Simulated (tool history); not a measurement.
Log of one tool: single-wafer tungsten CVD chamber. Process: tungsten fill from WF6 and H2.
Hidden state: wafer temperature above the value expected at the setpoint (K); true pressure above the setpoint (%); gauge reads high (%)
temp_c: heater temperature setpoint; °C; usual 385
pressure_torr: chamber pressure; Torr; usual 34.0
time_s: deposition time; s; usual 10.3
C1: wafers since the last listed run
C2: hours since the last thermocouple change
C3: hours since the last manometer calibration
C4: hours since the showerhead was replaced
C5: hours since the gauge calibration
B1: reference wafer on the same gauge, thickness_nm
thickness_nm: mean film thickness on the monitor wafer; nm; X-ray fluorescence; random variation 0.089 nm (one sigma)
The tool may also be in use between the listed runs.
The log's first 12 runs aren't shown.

{"run": 13, "hour": 175.0, "temp_c": 377, "pressure_torr": 34.0, "time_s": 10.3, "C1": 385, "C2": 32.1, "C3": 1136.4, "C4": 4240.0, "C5": 430.6, "B1": 23.812, "thickness_nm": 20.681}
{"run": 14, "hour": 182.1, "temp_c": 377, "pressure_torr": 34.0, "time_s": 10.3, "C1": 187, "C2": 39.2, "C3": 1143.5, "C4": 4247.1, "C5": 437.7, "B1": 23.757, "thickness_nm": 20.711}
{"run": 15, "hour": 190.2, "temp_c": 394, "pressure_torr": 29.1, "time_s": 10.3, "C1": 214, "C2": 47.3, "C3": 1151.6, "C4": 4255.2, "C5": 445.8, "B1": 23.802, "thickness_nm": 27.882}
{"run": 16, "hour": 236.4, "temp_c": 385, "pressure_torr": 34.0, "time_s": 10.3, "C1": 1220, "C2": 93.5, "C3": 1197.8, "C4": 4301.4, "C5": 492.0, "B1": 23.778, "thickness_nm": 25.044}
{"run": 17, "hour": 251.4, "temp_c": 385, "pressure_torr": 34.0, "time_s": 10.3, "C1": 396, "C2": 108.5, "C3": 1212.8, "C4": 4316.4, "C5": 507.0, "B1": 23.812, "thickness_nm": 24.938}
{"hour": 267.8, "done": "showerhead replaced"}
{"run": 18, "hour": 268.3, "temp_c": 378, "pressure_torr": 34.0, "time_s": 8.9, "C1": 235, "C2": 125.4, "C3": 1229.7, "C4": 0.5, "C5": 523.9, "B1": 23.791, "thickness_nm": 18.307}
{"run": 19, "hour": 272.1, "temp_c": 389, "pressure_torr": 25.5, "time_s": 8.6, "C1": 100, "C2": 129.2, "C3": 1233.5, "C4": 4.3, "C5": 527.7, "B1": 23.823, "thickness_nm": 19.4}
{"hour": 278.6, "done": "gauge calibrated"}
{"run": 20, "hour": 287.1, "temp_c": 385, "pressure_torr": 34.0, "time_s": 9.2, "C1": 396, "C2": 144.2, "C3": 1248.5, "C4": 19.3, "C5": 8.5, "B1": 23.778, "thickness_nm": 22.183}
{"run": 21, "hour": 293.4, "temp_c": 378, "pressure_torr": 34.0, "time_s": 11.1, "C1": 166, "C2": 150.5, "C3": 1254.8, "C4": 25.6, "C5": 14.8, "B1": 23.822, "thickness_nm": 22.876}
{"hour": 303.7, "done": "capacitance manometer re-zeroed and calibrated"}
{"run": 22, "hour": 304.2, "temp_c": 393, "pressure_torr": 25.8, "time_s": 9.5, "C1": 73, "C2": 161.3, "C3": 0.5, "C4": 36.4, "C5": 25.6, "B1": 23.811, "thickness_nm": 23.645}
{"run": 23, "hour": 316.2, "temp_c": 391, "pressure_torr": 34.0, "time_s": 12.3, "C1": 317, "C2": 173.3, "C3": 12.5, "C4": 48.4, "C5": 37.6, "B1": 23.828, "thickness_nm": 34.171}
{"run": 24, "hour": 329.7, "temp_c": 385, "pressure_torr": 34.0, "time_s": 10.3, "C1": 356, "C2": 186.8, "C3": 26.0, "C4": 61.9, "C5": 51.1, "B1": 23.792, "thickness_nm": 24.818}

Forecast run 25:
{"run": 25, "hour": 347.3, "temp_c": 385, "pressure_torr": 34.0, "time_s": 11.1, "C1": 464, "C2": 204.4, "C3": 43.6, "C4": 79.5, "C5": 68.7, "B1": "?", "thickness_nm": "?"}

B1: 23.786
thickness_nm: 26.859 nm
Without the tool's hidden state the same run would have given thickness_nm 26.859 nm.
